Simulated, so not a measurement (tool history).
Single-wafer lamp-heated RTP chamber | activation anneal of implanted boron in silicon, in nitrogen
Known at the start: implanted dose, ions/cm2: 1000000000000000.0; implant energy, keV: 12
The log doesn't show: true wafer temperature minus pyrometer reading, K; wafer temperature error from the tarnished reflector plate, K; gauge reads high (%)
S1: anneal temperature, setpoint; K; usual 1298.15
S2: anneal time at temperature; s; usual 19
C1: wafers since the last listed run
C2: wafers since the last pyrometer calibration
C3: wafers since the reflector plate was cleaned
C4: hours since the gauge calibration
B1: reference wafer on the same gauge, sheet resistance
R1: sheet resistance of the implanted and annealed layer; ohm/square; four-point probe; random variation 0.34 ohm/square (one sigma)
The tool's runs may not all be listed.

| run | hour | S1 | S2 | C1 | C2 | C3 | C4 | B1 | R1 |
|---|---|---|---|---|---|---|---|---|---|
| 1 | 0 | 1298.15 | 19 | 0 | 2706 | 2236 | 848.6 | 137.95 | 118.79 |
| 2 | 50.5 | 1298.15 | 24 | 610 | 3317 | 2847 | 899.1 | 138.03 | 118.55 |
| 3 | 80.4 | 1298.15 | 24 | 361 | 3678 | 3208 | 929 | 137.97 | 118.12 |
|  | 105.8 | pyrometer window cleaned and pyrometer calibrated |
| 4 | 123.4 | 1298.15 | 19 | 423 | 212 | 3632 | 972 | 137.98 | 120.7 |
| 5 | 153.6 | 1298.15 | 19 | 365 | 578 | 3997 | 1002.2 | 137.97 | 120.24 |
| 6 | 178.7 | 1298.15 | 19 | 303 | 881 | 4301 | 1027.3 | 138.11 | 120.72 |
| 7 | 217.5 | 1298.15 | 19 | 469 | 1351 | 4770 | 1066.1 | 138.11 | 120.29 |
| 8 | 278.7 | 1298.15 | 19 | 740 | 2091 | 5511 | 1127.3 | 138.01 | 119.46 |
|  | 338.6 | reflector plate cleaned |
| 9 | 344.9 | 1298.15 | 19 | 704 | 2795 | 76 | 1193.5 | 138 | 119.08 |
|  | 439.1 | pyrometer window cleaned and pyrometer calibrated |
|  | 513.2 | gauge calibrated |
| 10 | 522.1 | 1298.15 | 19 | 2046 | 1004 | 2123 | 8.9 | 137.92 | 119.58 |
| 11 | 560.7 | 1280.15 | 19 | 466 | 1471 | 2590 | 47.5 | 138.07 | 123.44 |
| 12 | 600 | 1320.15 | 11 | 475 | 1947 | 3065 | 86.8 | 138.06 | 118.48 |
| 13 | 626.9 | 1268.15 | 10 | 325 | 2272 | 3391 | 113.7 | 138.01 | 127.68 |
| 14 | 665.8 | 1298.15 | 19 | 470 | 2743 | 3861 | 152.6 | 138.06 | 119.54 |
| 15 | 692.5 | 1321.15 | 19 | 323 | 3066 | 4184 | 179.3 | 138.08 | 116.66 |
| 16 | 748.4 | 1310.15 | 9 | 676 | 3742 | 4860 | 235.2 | 137.99 | 120.18 |
| 17 | 804.3 | 1298.15 | 19 | 676 | 4418 | 5537 | 291.1 | 137.97 | 119.82 |
|  | 828.3 | reflector plate cleaned |
|  | 856.6 | pyrometer window cleaned and pyrometer calibrated |
| 18 | 860.9 | 1278.15 | 25 | 491 | 52 | 297 | 347.7 | 137.98 | 124.43 |
| 19 | 925.7 | 1283.15 | 10 | 783 | 836 | 1081 | 412.5 | 138 | 124.78 |
| 20 | 984.1 | 1285.15 | 14 | 706 | 1542 | 1788 | 470.9 | 137.94 | 122.94 |
| 21 | 1046.1 | 1285.15 | 19 | 750 | 2292 | 2538 | 532.9 | 137.88 | 121.54 |
| 22 | 1094.7 | 1317.15 | 26 | 587 | 2880 | 3126 | 581.5 | 138.02 | 116.09 |
| 23 | 1129.2 | 1285.15 | 19 | 417 | 3298 | 3543 | 616 | 137.97 | 121.67 |
| 24 | 1171.4 | 1298.15 | 12 | 510 | 3808 | 4054 | 658.2 | 138.03 | 120.24 |
| 25 | 1231.2 | 1282.15 | 24 | 723 | 4532 | 4777 | 718 | 138.03 | 121.22 |

The tool's hidden state at each run:
wafer temperature error from the tarnished reflector plate, K: 0 in every run
gauge reads high (%): 0 in every run
H1: true wafer temperature minus pyrometer reading, K
| run | H1 |
|---|---|
| 1 | 12.4 |
| 2 | 13 |
| 3 | 13.3 |
| 4 | 2.88 |
| 5 | 5.26 |
| 6 | 6.84 |
| 7 | 8.72 |
| 8 | 10.7 |
| 9 | 12 |
| 10 | 6.85 |
| 11 | 8.58 |
| 12 | 9.86 |
| 13 | 10.5 |
| 14 | 11.3 |
| 15 | 11.7 |
| 16 | 12.3 |
| 17 | 12.6 |
| 18 | 1.09 |
| 19 | 6.08 |
| 20 | 8.8 |
| 21 | 10.6 |
| 22 | 11.5 |
| 23 | 11.9 |
| 24 | 12.3 |
| 25 | 12.7 |

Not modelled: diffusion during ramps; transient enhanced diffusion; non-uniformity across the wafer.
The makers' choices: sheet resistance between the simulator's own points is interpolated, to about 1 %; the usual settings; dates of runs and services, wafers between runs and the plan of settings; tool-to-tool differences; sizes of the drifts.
